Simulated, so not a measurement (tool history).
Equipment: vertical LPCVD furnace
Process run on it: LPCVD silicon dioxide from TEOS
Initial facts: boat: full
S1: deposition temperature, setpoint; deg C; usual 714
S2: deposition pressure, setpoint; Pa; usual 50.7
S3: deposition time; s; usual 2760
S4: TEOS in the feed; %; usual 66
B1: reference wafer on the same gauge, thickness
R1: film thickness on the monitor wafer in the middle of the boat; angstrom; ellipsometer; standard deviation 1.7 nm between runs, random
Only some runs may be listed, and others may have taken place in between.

run,day,S1,S2,S3,S4,B1,R1
1,0.000,714,50.7,2760,66,611.62,5386.0
2,1.042,717,50.7,2760,63,613.54,5640.9
3,2.900,714,58.0,2760,66,613.52,5774.3
4,4.929,714,50.7,2760,66,612.18,5381.8
5,7.912,714,50.7,2760,66,613.91,5427.4
6,9.200,714,50.7,2760,66,613.09,5386.9
# day 12.371: pressure gauge zeroed
7,12.392,714,50.7,2760,66,614.95,5386.4
# day 14.571: TEOS flow controller replaced
8,14.592,709,40.7,2760,66,614.79,4337.2
9,15.525,714,38.7,1890,66,614.31,3260.8
10,17.346,714,43.3,2340,77,614.86,4592.1
11,20.242,714,50.7,2760,66,614.77,5411.2
12,22.650,719,56.0,2310,66,616.57,5352.9
13,25.212,714,50.7,2760,66,617.81,5436.4
14,26.704,714,50.7,2760,66,616.84,5460.4
15,28.362,718,41.3,3540,66,618.70,6891.9
16,30.788,714,50.7,2760,66,618.08,5473.7
# day 32.329: thermocouples replaced and temperature profile calibrated
# day 32.729: gauge calibrated
17,37.100,714,39.3,2760,66,599.28,4661.6
18,39.888,714,46.7,2490,66,599.68,4618.6
19,41.750,718,50.7,2760,66,600.11,5784.0
20,43.338,714,45.3,1950,66,599.85,3540.6
21,44.442,714,50.7,2760,66,600.79,5300.7
22,45.871,714,47.3,2760,62,600.47,4971.4
23,47.758,714,50.7,2760,66,600.59,5288.9
24,49.454,714,50.7,2760,66,600.45,5291.0
25,51.825,722,46.0,2760,58,600.60,5651.5
26,53.154,714,44.7,2760,66,602.14,4994.4
27,58.704,714,38.7,1890,66,601.19,3179.0
28,61.479,714,50.7,3630,66,601.10,7022.8
29,63.979,714,50.7,2760,66,600.36,5315.4
30,66.562,714,54.0,2760,66,600.84,5502.7

Consider 5 possible next runs. They are alternatives, not a sequence: every one starts from the tool as it was left by run 30. What does each give?
A,66.758,714,46.0,2760,66,?,?
B,66.758,714,50.7,2760,54,?,?
C,66.758,714,50.7,3450,62,?,?
D,66.758,714,50.7,2760,59,?,?
E,66.758,723,54.7,2130,78,?,?

run,B1,R1
A,602.14,5053.7
B,602.14,4797.5
C,602.14,6425.8
D,602.14,5014.7
E,602.14,5654.0
With the hidden condition removed and each run's random variation left untouched, the same runs would have given:
run,R1
A,5057.5
B,4801.1
C,6430.6
D,5018.4
E,5658.2

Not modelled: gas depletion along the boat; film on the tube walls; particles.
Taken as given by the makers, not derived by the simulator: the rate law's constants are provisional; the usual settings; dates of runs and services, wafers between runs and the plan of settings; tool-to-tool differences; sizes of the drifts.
